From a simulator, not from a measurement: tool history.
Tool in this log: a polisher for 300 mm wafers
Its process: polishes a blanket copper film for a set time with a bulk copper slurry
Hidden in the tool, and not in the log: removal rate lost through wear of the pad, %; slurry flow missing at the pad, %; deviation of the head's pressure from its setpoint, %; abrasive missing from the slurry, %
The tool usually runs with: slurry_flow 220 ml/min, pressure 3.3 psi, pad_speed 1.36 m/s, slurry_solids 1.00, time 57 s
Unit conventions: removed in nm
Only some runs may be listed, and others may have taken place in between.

run    hour  slurry_flow  pressure  pad_speed  slurry_solids  time  wafers since the last listed run  wafers polished on this pad  hours since the slurry nozzle was cleaned  hours since the head pressure was calibrated  hours since the slurry blender was calibrated  incoming thickness of the incoming film, nm  removed
  1     0.0          220       3.3       1.36           1.00    57                                 0                         1258                                       39.7                                         371.1                                           25.6                                       2329.9    791.5
  2    63.5          220       2.6       1.36           1.00    57                               493                         1751                                      103.2                                         434.6                                           89.1                                       2377.4    616.9
  3   110.2          220       2.6       1.36           1.00    57                               362                         2114                                      149.9                                         481.3                                          135.8                                       2403.7    602.8
      130.7  -- worn pad replaced by a new one
      254.5  -- slurry blender recalibrated
      261.9  -- slurry nozzle cleaned
  4   262.2          220       3.3       1.36           1.00    49                              1125                          998                                        0.3                                         633.3                                            7.7                                       2372.0    691.6
  5   293.0          220       3.3       1.36           1.00    57                               239                         1237                                       31.1                                         664.1                                           38.5                                       2350.6    785.6
  6   362.3          220       3.3       1.36           0.85    57                               538                         1775                                      100.4                                         733.4                                          107.8                                       2382.1    760.1
  7   411.3          220       3.3       1.36           0.85    57                               380                         2155                                      149.4                                         782.4                                          156.8                                       2371.4    745.3
  8   440.4          220       3.3       1.36           1.00    57                               225                         2381                                      178.5                                         811.5                                          185.9                                       2350.2    771.0
      457.5  -- worn pad replaced by a new one
  9   479.8          220       3.3       1.36           1.00    57                               274                          173                                      217.9                                         850.9                                          225.3                                       2354.4    742.7
 10   524.6          220       3.3       1.36           1.00    57                               347                          520                                      262.7                                         895.7                                          270.1                                       2347.9    754.2
 11   590.7          220       3.3       1.36           1.00    57                               513                         1034                                      328.8                                         961.8                                          336.2                                       2345.0    733.4
      595.1  -- head pressure recalibrated
      612.9  -- slurry blender recalibrated
      620.4  -- slurry nozzle cleaned
 12   633.0          220       3.3       1.36           1.00    57                               289                         1323                                       12.6                                          37.9                                           20.1                                       2327.3    781.4
 13   676.2          220       3.3       1.36           1.00    57                               335                         1659                                       55.8                                          81.1                                           63.3                                       2357.5    763.8
 14   730.5          220       3.3       1.36           1.00    57                               421                         2080                                      110.1                                         135.4                                          117.6                                       2380.7    780.6
 15   765.3          220       3.3       1.36           1.00    57                               270                         2350                                      144.9                                         170.2                                          152.4                                       2364.8    751.9
      806.3  -- worn pad replaced by a new one
 16   806.8          165       3.3       1.36           1.00    57                               291                            3                                      186.4                                         211.7                                          193.9                                       2348.6    727.7
 17   928.4          260       3.3       1.36           1.00    57                               944                          947                                      308.0                                         333.3                                          315.5                                       2348.7    761.7
      983.1  -- slurry blender recalibrated
 18   986.7          220       3.3       1.36           1.10    40                               437                         1384                                      366.3                                         391.6                                            3.6                                       2348.2    555.5
     1000.1  -- slurry nozzle cleaned
 19  1016.3          220       3.3       1.18           0.75    43                               222                         1606                                       16.2                                         421.2                                           33.2                                       2341.3    488.4
 20  1071.2          220       4.0       1.36           1.00    57                               426                         2033                                       71.1                                         476.1                                           88.1                                       2352.9    937.7
 21  1108.8          220       2.8       1.36           1.00    76                               291                         2325                                      108.7                                         513.7                                          125.7                                       2319.3    858.3
     1167.6  -- worn pad replaced by a new one
 22  1262.0          170       3.3       1.36           1.00    48                              1158                          733                                      261.9                                         666.9                                          278.9                                       2335.7    620.2
     1271.6  -- slurry blender recalibrated
     1299.0  -- slurry nozzle cleaned
 23  1299.5          220       3.3       1.36           1.00    57                               267                         1001                                        0.5                                         704.4                                           27.9                                       2351.5    762.0
 24  1326.8          220       4.3       1.36           0.90    57                               211                         1213                                       27.8                                         731.7                                           55.2                                       2397.4   1011.5
 25  1366.4          220       2.6       1.04           1.00    57                               307                         1520                                       67.4                                         771.3                                           94.8                                       2380.6    467.1
 26  1402.7          260       3.3       1.36           1.00    57                               281                         1802                                      103.7                                         807.6                                          131.1                                       2318.0    775.8
     1449.0  -- head pressure recalibrated
 27  1473.3          270       4.0       1.10           1.00    74                               532                         2335                                      174.3                                          24.3                                          201.7                                       2330.1    997.1
     1491.5  -- worn pad replaced by a new one
 28  1501.0          220       4.2       1.80           1.20    57                               184                           73                                      202.0                                          52.0                                          229.4                                       2341.5   1330.2
 29  1549.2          220       3.3       1.36           1.00    48                               374                          448                                      250.2                                         100.2                                          277.6                                       2406.3    633.6

5 options for the next run, each taken on its own from the tool as it stands now. Forecast them:
  A  1549.6          220       3.7       1.36           1.00    57                                 3                          451                                      250.6                                         100.6                                          278.0                                       2366.7        ?
  B  1549.6          220       4.1       1.72           0.75    74                                 3                          451                                      250.6                                         100.6                                          278.0                                       2366.7        ?
  C  1549.6          220       3.3       1.02           0.85    44                                 3                          451                                      250.6                                         100.6                                          278.0                                       2366.7        ?
  D  1549.6          220       3.3       1.36           1.00    43                                 3                          451                                      250.6                                         100.6                                          278.0                                       2366.7        ?
  E  1549.6          220       2.7       1.36           1.00    57                                 3                          451                                      250.6                                         100.6                                          278.0                                       2366.7        ?

run  removed
  A    828.3
  B   1437.2
  C    416.2
  D    557.3
  E    604.4
With no hidden state in the tool, these same runs would have given:
run  removed
  A    883.6
  B   1530.4
  C    443.5
  D    594.5
  E    644.8
